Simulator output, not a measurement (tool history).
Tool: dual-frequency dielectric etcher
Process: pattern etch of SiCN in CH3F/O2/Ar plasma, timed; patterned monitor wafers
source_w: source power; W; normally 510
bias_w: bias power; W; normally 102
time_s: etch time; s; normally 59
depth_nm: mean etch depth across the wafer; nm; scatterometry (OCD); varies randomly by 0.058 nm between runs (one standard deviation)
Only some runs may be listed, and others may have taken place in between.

run   hour  source_w  bias_w  time_s  wafers since the last listed run  hours since the last wet clean  hours since the last source power generator calibration  hours since the last bias power generator calibration  hours since the last upper electrode change  hours since the gauge calibration  read-back reference wafer on the same gauge, depth_nm  depth_nm
  1      0       510      83    49.5                                 0                           135.3                                                   4620.5                                                 3551.8                                       1919.8                              183.8                                                  23.98     22.72
  2     20       510      83    49.5                               229                           155.3                                                   4640.5                                                 3571.8                                       1939.8                              203.8                                                     24     22.71
  3   48.5       510      83    49.5                               326                           183.8                                                     4669                                                 3600.3                                       1968.3                              232.3                                                  24.01     22.75
  4   73.2       510     102      59                               282                           208.5                                                   4693.7                                                   3625                                         1993                                257                                                  23.97     28.38
  5   89.5       510     102      66                               186                           224.8                                                     4710                                                 3641.3                                       2009.3                              273.3                                                  24.01     31.83
  6  118.9       510     102      66                               336                           254.2                                                   4739.4                                                 3670.7                                       2038.7                              302.7                                                  23.99     31.73
  7  144.3       510     102      59                               290                           279.6                                                   4764.8                                                 3696.1                                       2064.1                              328.1                                                     24     28.34
  8  161.7       510     102      59                               199                             297                                                   4782.2                                                 3713.5                                       2081.5                              345.5                                                  23.99      28.5
  9  176.7       510      97      59                               171                             312                                                   4797.2                                                 3728.5                                       2096.5                              360.5                                                     24     28.14
 10  210.8       510      97      59                               390                           346.1                                                   4831.3                                                 3762.6                                       2130.6                              394.6                                                  24.01     28.17
 11  240.5       510     119      59                               340                           375.8                                                     4861                                                 3792.3                                       2160.3                              424.3                                                     24     29.52
 12  274.9       510     119      59                               394                           410.2                                                   4895.4                                                 3826.7                                       2194.7                              458.7                                                  23.99     29.53
     297.4  -- source power generator calibrated
 13  298.2       510     115      59                               221                           433.5                                                      0.8                                                   3850                                         2218                                482                                                  24.01     29.31
 14  333.2       510      83    49.5                               400                           468.5                                                     35.8                                                   3885                                         2253                                517                                                  23.99     22.85
     365.4  -- upper electrode replaced
     413.4  -- wet clean of the chamber
 15  433.9       440     126    67.5                               603                            20.5                                                    136.5                                                 3985.7                                         68.5                              617.7                                                  23.99     30.77
 16  450.6       390     118    70.5                               191                            37.2                                                    153.2                                                 4002.4                                         85.2                              634.4                                                  24.01     29.27
 17  477.7       390     120      75                               310                            64.3                                                    180.3                                                 4029.5                                        112.3                              661.5                                                     24     31.24
     484.4  -- bias power generator calibrated
 18  512.7       460     114    46.5                               355                            99.3                                                    215.3                                                   28.3                                        147.3                              696.5                                                  23.99     21.18
 19    541       460      78      59                               324                           127.6                                                    243.6                                                   56.6                                        175.6                              724.8                                                     24     24.78
     556.4  -- gauge calibrated
     575.2  -- wet clean of the chamber, repeated, since the last time left the tool worse
 20  575.7       510     102      59                               122                             0.5                                                    278.3                                                   91.3                                        210.3                               19.3                                                     24     28.33
 21  594.4       510     102      59                               214                            19.2                                                      297                                                    110                                          229                                 38                                                  23.99     28.28
 22  621.9       510      78      59                               314                            46.7                                                    324.5                                                  137.5                                        256.5                               65.5                                                  23.99     26.76
 23    635       510     123    43.5                               150                            59.8                                                    337.6                                                  150.6                                        269.6                               78.6                                                     24     21.85
 24  664.6       510     102      59                               339                            89.4                                                    367.2                                                  180.2                                        299.2                              108.2                                                  23.98     28.35
 25  706.9       610     102      67                               484                           131.7                                                    409.5                                                  222.5                                        341.5                              150.5                                                  23.99     35.48
 26  739.8       600      83    72.5                               376                           164.6                                                    442.4                                                  255.4                                        374.4                              183.4                                                  24.01     36.38

Each row is a separate what-if for the run after 26, all from the same tool condition, not one after another. Results?
  A  740.2       510     102      59                                 4                             165                                                    442.8                                                  255.8                                        374.8                              183.8                                                      ?         ?
  B  740.2       610     102    46.5                                 4                             165                                                    442.8                                                  255.8                                        374.8                              183.8                                                      ?         ?
  C  740.2       570     102      59                                 4                             165                                                    442.8                                                  255.8                                        374.8                              183.8                                                      ?         ?
  D  740.2       440     119      65                                 4                             165                                                    442.8                                                  255.8                                        374.8                              183.8                                                      ?         ?
  E  740.2       440     122      59                                 4                             165                                                    442.8                                                  255.8                                        374.8                              183.8                                                      ?         ?

run  read-back reference wafer on the same gauge, depth_nm  depth_nm
  A                                                  23.98     28.27
  B                                                  23.98     24.52
  C                                                  23.98     30.02
  D                                                  23.98     29.69
  E                                                  23.98     27.12
Without the tool's hidden state the same runs would have given:
run  depth_nm
  A     28.18
  B     24.44
  C     29.93
  D     29.59
  E     27.03
